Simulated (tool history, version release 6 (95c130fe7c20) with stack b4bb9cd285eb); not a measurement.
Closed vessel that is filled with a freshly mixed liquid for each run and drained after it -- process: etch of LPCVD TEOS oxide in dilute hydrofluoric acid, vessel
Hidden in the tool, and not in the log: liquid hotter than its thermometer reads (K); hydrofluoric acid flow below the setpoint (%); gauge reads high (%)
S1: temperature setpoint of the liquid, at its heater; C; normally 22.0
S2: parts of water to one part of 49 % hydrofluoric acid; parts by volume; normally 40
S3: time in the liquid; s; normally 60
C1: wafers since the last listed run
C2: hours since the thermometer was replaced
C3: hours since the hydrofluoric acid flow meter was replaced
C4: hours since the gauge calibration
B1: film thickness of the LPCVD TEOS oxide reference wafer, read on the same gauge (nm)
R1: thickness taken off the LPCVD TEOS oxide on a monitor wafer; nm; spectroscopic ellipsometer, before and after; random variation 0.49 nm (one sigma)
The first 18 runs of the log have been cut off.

run     day    S1  S2  S3     C1      C2      C3      C4     B1      R1
 19  44.733  19.0  45  40   2805   142.1  1347.0   603.4  30.01   29.30
 20  47.325  22.0  40  60   3827   204.3  1409.2   665.6  29.93   56.13
 21  48.883  22.0  40  60   2301   241.7  1446.6   703.0  30.03   56.30
 22  51.767  22.0  20  45   4257   310.9  1515.8   772.2  29.98   86.62
 23  54.275  24.0  25  35   3704   371.1  1576.0   832.4  29.97   58.33
 24  55.400  20.5  55  80   1661   398.1  1603.0   859.4  30.04   49.89
 25  57.167  22.0  40  60   2608   440.5  1645.4   901.8  29.95   55.27
     59.088  -- hydrofluoric acid flow meter replaced
 26  59.592  22.0  35  90   3519   498.7    12.1   960.0  30.02  102.90
 27  61.846  22.0  40  45   3328   552.8    66.2  1014.1  30.02   44.76
 28  69.321  22.0  55  95  11038   732.2   245.6  1193.5  30.04   66.85
 29  72.308  19.5  55  75   4411   803.9   317.3  1265.2  30.02   47.11
 30  74.992  22.0  40  60   3962   868.3   381.7  1329.6  30.04   57.50
 31  76.717  22.0  20  60   2547   909.7   423.1  1371.0  30.01  120.08
 32  78.608  22.0  30  60   2793   955.1   468.5  1416.4  29.96   78.76
 33  80.746  17.5  30  70   3156  1006.4   519.8  1467.7  30.02   74.18

4 ways to go on from here, each from the tool as it stands after run 33. What would each give?
  A  80.775  22.0  40  40  43  1007.1  520.5  1468.4   ?   ?
  B  80.775  20.0  50  60  43  1007.1  520.5  1468.4   ?   ?
  C  80.775  22.0  40  80  43  1007.1  520.5  1468.4   ?   ?
  D  80.775  19.0  20  60  43  1007.1  520.5  1468.4   ?   ?

run     B1      R1
  A  29.98   38.51
  B  29.98   41.93
  C  29.98   77.02
  D  29.98  104.24
With no hidden state in the tool, these same runs would have given:
run      R1
  A   40.49
  B   44.10
  C   80.98
  D  109.42

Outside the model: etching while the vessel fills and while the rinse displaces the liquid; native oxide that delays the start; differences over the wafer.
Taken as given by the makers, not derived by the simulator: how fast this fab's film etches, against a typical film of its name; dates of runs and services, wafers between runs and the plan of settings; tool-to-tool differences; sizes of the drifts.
